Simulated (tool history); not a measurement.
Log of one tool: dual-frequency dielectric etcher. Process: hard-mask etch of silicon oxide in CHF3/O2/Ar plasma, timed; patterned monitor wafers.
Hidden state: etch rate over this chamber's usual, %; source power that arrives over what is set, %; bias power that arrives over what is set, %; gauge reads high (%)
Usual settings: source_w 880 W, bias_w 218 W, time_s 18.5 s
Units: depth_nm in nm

run	hour	source_w	bias_w	time_s	wafers since the last listed run	hours since the last wet clean	hours since the last source power generator calibration	hours since the last bias power generator calibration	hours since the last upper electrode change	hours since the gauge calibration	read-back reference wafer on the same gauge, depth_nm	depth_nm
1	0	970	218	18.5	0	64.9	3187.8	3692.7	3987.5	362.6	41.54	46.48
2	30.4	970	218	18.5	618	95.3	3218.2	3723.1	4017.9	393	41.49	46.67
3	67.3	970	218	18.5	750	132.2	3255.1	3760	4054.8	429.9	41.45	46.76
4	116.4	880	218	18.5	998	181.3	3304.2	3809.1	4103.9	479	41.55	46.23
# hour 152.2: gauge calibrated
5	185.1	880	218	18.5	1396	250	3372.9	3877.8	4172.6	32.9	41.47	46.63
6	238.3	880	218	18.5	1081	303.2	3426.1	3931	4225.8	86.1	41.51	46.56
7	304.1	930	218	18.5	1337	369	3491.9	3996.8	4291.6	151.9	41.52	47.91
# hour 331.6: wet clean of the chamber
# hour 339.5: bias power generator calibrated
8	344	930	218	18.5	241	12.4	3531.8	4.5	4331.5	191.8	41.45	45.53
9	387.4	930	218	18.5	882	55.8	3575.2	47.9	4374.9	235.2	41.51	45.64
# hour 410.1: source power generator calibrated
10	411.4	880	218	18.5	406	79.8	1.3	71.9	4398.9	259.2	41.52	44.91

The next listed run, before its measurement:
11	462.1	700	266	18.5	1030	130.5	52	122.6	4449.6	309.9	?	?

read-back reference wafer on the same gauge, depth_nm: 41.56
depth_nm: 45.86 nm
Without the tool's hidden state the same run would have given depth_nm 44.85 nm.

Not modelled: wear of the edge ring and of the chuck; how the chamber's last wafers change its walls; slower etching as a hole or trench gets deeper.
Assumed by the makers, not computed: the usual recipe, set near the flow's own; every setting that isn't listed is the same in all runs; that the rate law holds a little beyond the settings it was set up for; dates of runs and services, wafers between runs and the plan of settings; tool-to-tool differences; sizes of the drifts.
